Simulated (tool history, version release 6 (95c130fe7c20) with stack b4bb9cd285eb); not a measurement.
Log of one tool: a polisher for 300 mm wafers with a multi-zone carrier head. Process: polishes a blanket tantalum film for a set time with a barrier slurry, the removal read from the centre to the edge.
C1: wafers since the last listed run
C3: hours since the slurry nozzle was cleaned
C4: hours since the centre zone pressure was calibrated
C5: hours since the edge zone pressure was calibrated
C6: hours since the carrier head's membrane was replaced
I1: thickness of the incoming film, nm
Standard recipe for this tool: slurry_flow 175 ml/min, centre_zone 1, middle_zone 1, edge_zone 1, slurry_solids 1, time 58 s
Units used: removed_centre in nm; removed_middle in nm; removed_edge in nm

Run 1, hour 0: usual settings but edge_zone 1.04; C1 0; wafers polished on this pad 1102; C3 536.2; C4 458.8; C5 121.8; C6 1414.9; I1 207.8. Result: removed_centre 61 nm, removed_middle 62.4 nm, removed_edge 59.8 nm.
At hour 6.9: slurry nozzle cleaned.
Run 2, hour 61.7: usual settings; C1 701; wafers polished on this pad 1803; C3 54.8; C4 520.5; C5 183.5; C6 1476.6; I1 210.4. Result: removed_centre 60.2 nm, removed_middle 63.5 nm, removed_edge 60.1 nm.
Run 3, hour 115.8: usual settings; C1 625; wafers polished on this pad 2428; C3 108.9; C4 574.6; C5 237.6; C6 1530.7; I1 209.3. Result: removed_centre 59.6 nm, removed_middle 60 nm, removed_edge 56.5 nm.
At hour 172.9: worn pad replaced by a new one.
Run 4, hour 222.6: usual settings; C1 1187; wafers polished on this pad 573; C3 215.7; C4 681.4; C5 344.4; C6 1637.5; I1 207.7. Result: removed_centre 55.3 nm, removed_middle 55.1 nm, removed_edge 54.2 nm.
Run 5, hour 292.9: usual settings; C1 812; wafers polished on this pad 1386; C3 286; C4 751.7; C5 414.7; C6 1707.8; I1 206.5. Result: removed_centre 54.7 nm, removed_middle 54.1 nm, removed_edge 52.5 nm.
At hour 355.7: worn pad replaced by a new one, repeated, since the last time left the tool worse.
Run 6, hour 357.8: usual settings; C1 703; wafers polished on this pad 24; C3 350.9; C4 816.6; C5 479.6; C6 1772.7; I1 211.3. Result: removed_centre 61.6 nm, removed_middle 63.4 nm, removed_edge 60.7 nm.
Run 7, hour 422.8: usual settings; C1 751; wafers polished on this pad 775; C3 415.9; C4 881.6; C5 544.6; C6 1837.7; I1 209.8. Result: removed_centre 61.3 nm, removed_middle 62.5 nm, removed_edge 60.8 nm.
Run 8, hour 482: usual settings; C1 684; wafers polished on this pad 1459; C3 475.1; C4 940.8; C5 603.8; C6 1896.9; I1 211.1. Result: removed_centre 60.1 nm, removed_middle 61.3 nm, removed_edge 58.5 nm.
At hour 503.2: centre zone pressure recalibrated.
At hour 509.2: carrier head's membrane replaced by a new one.
Run 9, hour 548.8: usual settings; C1 690; wafers polished on this pad 2150; C3 541.9; C4 45.6; C5 670.6; C6 39.6; I1 209.1. Result: removed_centre 58.4 nm, removed_middle 60.4 nm, removed_edge 58.7 nm.
At hour 595.7: edge zone pressure recalibrated.
At hour 639.9: worn pad replaced by a new one.
At hour 655.1: slurry nozzle cleaned.
Run 10, hour 728.9: usual settings; C1 2000; wafers polished on this pad 1017; C3 73.8; C4 225.7; C5 133.2; C6 219.7; I1 210.9. Result: removed_centre 60.3 nm, removed_middle 62.7 nm, removed_edge 61.1 nm.
Run 11, hour 796.2: usual settings; C1 777; wafers polished on this pad 1794; C3 141.1; C4 293; C5 200.5; C6 287; I1 211.3. Result: removed_centre 61.7 nm, removed_middle 61 nm, removed_edge 59.2 nm.
Run 12, hour 847.3: usual settings but slurry_flow 230 ml/min, centre_zone 0.93, slurry_solids 1.3, time 71 s; C1 590; wafers polished on this pad 2385; C3 192.2; C4 344.1; C5 251.6; C6 338.1; I1 207.8. Result: removed_centre 77 nm, removed_middle 81 nm, removed_edge 78.3 nm.
Run 13, hour 910.5: usual settings; C1 730; wafers polished on this pad 3115; C3 255.4; C4 407.3; C5 314.8; C6 401.3; I1 213.9. Result: removed_centre 59.1 nm, removed_middle 60.1 nm, removed_edge 57.5 nm.
Run 14, hour 941.5: usual settings but centre_zone 1.11, edge_zone 1.11, time 39 s; C1 358; wafers polished on this pad 3473; C3 286.4; C4 438.3; C5 345.8; C6 432.3; I1 208.9. Result: removed_centre 44.3 nm, removed_middle 39.7 nm, removed_edge 39.8 nm.
At hour 952.6: worn pad replaced by a new one.
Run 15, hour 965.8: usual settings; C1 234; wafers polished on this pad 152; C3 310.7; C4 462.6; C5 370.1; C6 456.6; I1 209.2. Result: removed_centre 62.4 nm, removed_middle 64.2 nm, removed_edge 60.3 nm.

Run 16 comes next. What will it give?
Run 16, hour 995.5: usual settings but centre_zone 1.09, edge_zone 0.92; C1 343; wafers polished on this pad 495; C3 340.4; C4 492.3; C5 399.8; C6 486.3; I1 211.7. Result: removed_centre ?, removed_middle ?, removed_edge ?.

removed_centre: 67.5 nm
removed_middle: 64.3 nm
removed_edge: 57.2 nm
If the tool had no hidden condition, the same run with the same run-to-run variation would have returned removed_centre 68.5 nm, removed_middle 65.2 nm, removed_edge 58.1 nm.
